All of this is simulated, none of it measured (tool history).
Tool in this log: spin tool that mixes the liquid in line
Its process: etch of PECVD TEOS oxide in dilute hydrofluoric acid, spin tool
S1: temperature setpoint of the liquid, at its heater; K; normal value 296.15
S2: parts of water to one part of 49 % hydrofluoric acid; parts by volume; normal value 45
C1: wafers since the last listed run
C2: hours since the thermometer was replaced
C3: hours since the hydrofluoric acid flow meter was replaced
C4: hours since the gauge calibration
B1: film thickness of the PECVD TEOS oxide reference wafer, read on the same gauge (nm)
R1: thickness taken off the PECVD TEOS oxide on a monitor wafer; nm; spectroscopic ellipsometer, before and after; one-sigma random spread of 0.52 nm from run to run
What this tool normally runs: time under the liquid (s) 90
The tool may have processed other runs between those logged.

Run 1, hour 0: usual settings; C1 0; C2 271.9; C3 748.2; C4 2304.7; B1 29.97. Result: R1 52.08 nm.
At hour 11.7: gauge calibrated.
Run 2, hour 83.5: usual settings; C1 763; C2 355.4; C3 831.7; C4 71.8; B1 30.03. Result: R1 51.57 nm.
Run 3, hour 163.1: usual settings; C1 727; C2 435; C3 911.3; C4 151.4; B1 30. Result: R1 52.35 nm.
Run 4, hour 206.7: usual settings; C1 398; C2 478.6; C3 954.9; C4 195; B1 29.98. Result: R1 52.09 nm.
Run 5, hour 511.8: usual settings; C1 2789; C2 783.7; C3 1260; C4 500.1; B1 29.99. Result: R1 52.36 nm.
Run 6, hour 553.2: usual settings; C1 378; C2 825.1; C3 1301.4; C4 541.5; B1 30. Result: R1 53 nm.
Run 7, hour 761.1: usual settings; C1 1900; C2 1033; C3 1509.3; C4 749.4; B1 30. Result: R1 52.77 nm.
Run 8, hour 797.4: usual settings; C1 331; C2 1069.3; C3 1545.6; C4 785.7; B1 30.01. Result: R1 51.88 nm.
At hour 863.5: thermometer replaced.
At hour 888.6: hydrofluoric acid flow meter replaced.
Run 9, hour 902.9: usual settings but S1 297.15 K, S2 30 parts by volume; C1 946; C2 39.4; C3 14.3; C4 891.2; B1 30.01. Result: R1 85.67 nm.
Run 10, hour 982: usual settings but S1 297.15 K, S2 30 parts by volume; C1 723; C2 118.5; C3 93.4; C4 970.3; B1 29.99. Result: R1 84.53 nm.
Run 11, hour 1027.8: usual settings but S1 297.15 K, S2 30 parts by volume; C1 418; C2 164.3; C3 139.2; C4 1016.1; B1 29.99. Result: R1 85.64 nm.
Run 12, hour 1083.2: usual settings but S1 292.65 K; C1 506; C2 219.7; C3 194.6; C4 1071.5; B1 29.95. Result: R1 45.89 nm.
Run 13, hour 1162.4: usual settings but S1 292.65 K; C1 724; C2 298.9; C3 273.8; C4 1150.7; B1 29.97. Result: R1 45.98 nm.
Run 14, hour 1346.9: usual settings but S1 292.65 K; C1 1686; C2 483.4; C3 458.3; C4 1335.2; B1 30. Result: R1 46.14 nm.
Run 15, hour 1393.9: usual settings but S2 50 parts by volume; C1 429; C2 530.4; C3 505.3; C4 1382.2; B1 30.02. Result: R1 48.57 nm.
Run 16, hour 1481.6: usual settings; C1 801; C2 618.1; C3 593; C4 1469.9; B1 30. Result: R1 54.15 nm.
Run 17, hour 1576.4: usual settings but S2 25 parts by volume, time under the liquid (s) 65; C1 866; C2 712.9; C3 687.8; C4 1564.7; B1 29.96. Result: R1 71.15 nm.
Run 18, hour 1683.2: usual settings but S2 25 parts by volume, time under the liquid (s) 65; C1 976; C2 819.7; C3 794.6; C4 1671.5; B1 30.03. Result: R1 72.28 nm.
Run 19, hour 1734.6: usual settings; C1 469; C2 871.1; C3 846; C4 1722.9; B1 30.02. Result: R1 54.02 nm.
Run 20, hour 1793.9: usual settings but S1 297.65 K; C1 542; C2 930.4; C3 905.3; C4 1782.2; B1 29.99. Result: R1 57.06 nm.
Run 21, hour 1869.1: usual settings but S1 294.65 K, time under the liquid (s) 145; C1 687; C2 1005.6; C3 980.5; C4 1857.4; B1 30.02. Result: R1 80.16 nm.
Run 22, hour 1911.8: usual settings; C1 390; C2 1048.3; C3 1023.2; C4 1900.1; B1 30. Result: R1 54.15 nm.
Run 23, hour 1970.9: usual settings but S1 291.15 K, S2 60 parts by volume, time under the liquid (s) 140; C1 540; C2 1107.4; C3 1082.3; C4 1959.2; B1 29.95. Result: R1 49.52 nm.
At hour 2021.6: gauge calibrated.
Run 24, hour 2043.7: usual settings but S1 294.15 K, time under the liquid (s) 55; C1 665; C2 1180.2; C3 1155.1; C4 22.1; B1 29.98. Result: R1 30.04 nm.
Run 25, hour 2079.8: usual settings but S1 297.15 K, S2 30 parts by volume; C1 330; C2 1216.3; C3 1191.2; C4 58.2; B1 30.01. Result: R1 86.37 nm.
At hour 2092.8: thermometer replaced.
Run 26, hour 2166.2: usual settings but S1 292.65 K, S2 30 parts by volume, time under the liquid (s) 40; C1 780; C2 73.4; C3 1277.6; C4 144.6; B1 29.98. Result: R1 29.17 nm.
Run 27, hour 2254: usual settings but S2 35 parts by volume; C1 802; C2 161.2; C3 1365.4; C4 232.4; B1 29.98. Result: R1 63.87 nm.
Run 28, hour 2348.5: usual settings but S2 35 parts by volume, time under the liquid (s) 110; C1 863; C2 255.7; C3 1459.9; C4 326.9; B1 30.02. Result: R1 79.3 nm.
Run 29, hour 2439.4: usual settings; C1 831; C2 346.6; C3 1550.8; C4 417.8; B1 30.02. Result: R1 50 nm.
Run 30, hour 2516.4: usual settings; C1 703; C2 423.6; C3 1627.8; C4 494.8; B1 29.99. Result: R1 49.15 nm.
Run 31, hour 2604.5: usual settings but S1 293.65 K, time under the liquid (s) 55; C1 805; C2 511.7; C3 1715.9; C4 582.9; B1 29.98. Result: R1 27.68 nm.
Run 32, hour 2672.2: usual settings but S1 299.65 K, time under the liquid (s) 45; C1 618; C2 579.4; C3 1783.6; C4 650.6; B1 30. Result: R1 28.43 nm.
Run 33, hour 2762.6: usual settings but S1 299.65 K, S2 35 parts by volume, time under the liquid (s) 120; C1 826; C2 669.8; C3 1874; C4 741; B1 29.97. Result: R1 99.82 nm.

4 options for the next run, each taken on its own from the tool as it stands now. Forecast them:
Run A, hour 2763: usual settings; C1 3; C2 670.2; C3 1874.4; C4 741.4; B1 ?. Result: R1 ?.
Run B, hour 2763: usual settings but S1 294.15 K, S2 30 parts by volume, time under the liquid (s) 130; C1 3; C2 670.2; C3 1874.4; C4 741.4; B1 ?. Result: R1 ?.
Run C, hour 2763: usual settings but time under the liquid (s) 120; C1 3; C2 670.2; C3 1874.4; C4 741.4; B1 ?. Result: R1 ?.
Run D, hour 2763: usual settings but S1 294.65 K, S2 60 parts by volume, time under the liquid (s) 110; C1 3; C2 670.2; C3 1874.4; C4 741.4; B1 ?. Result: R1 ?.

run     B1      R1
  A  29.99   50.06
  B  29.99  102.06
  C  29.99   66.75
  D  29.99   42.21
Stripped of hidden state, with their random variation kept, the same runs would have yielded:
run      R1
  A   53.93
  B  109.46
  C    71.9
  D   45.57
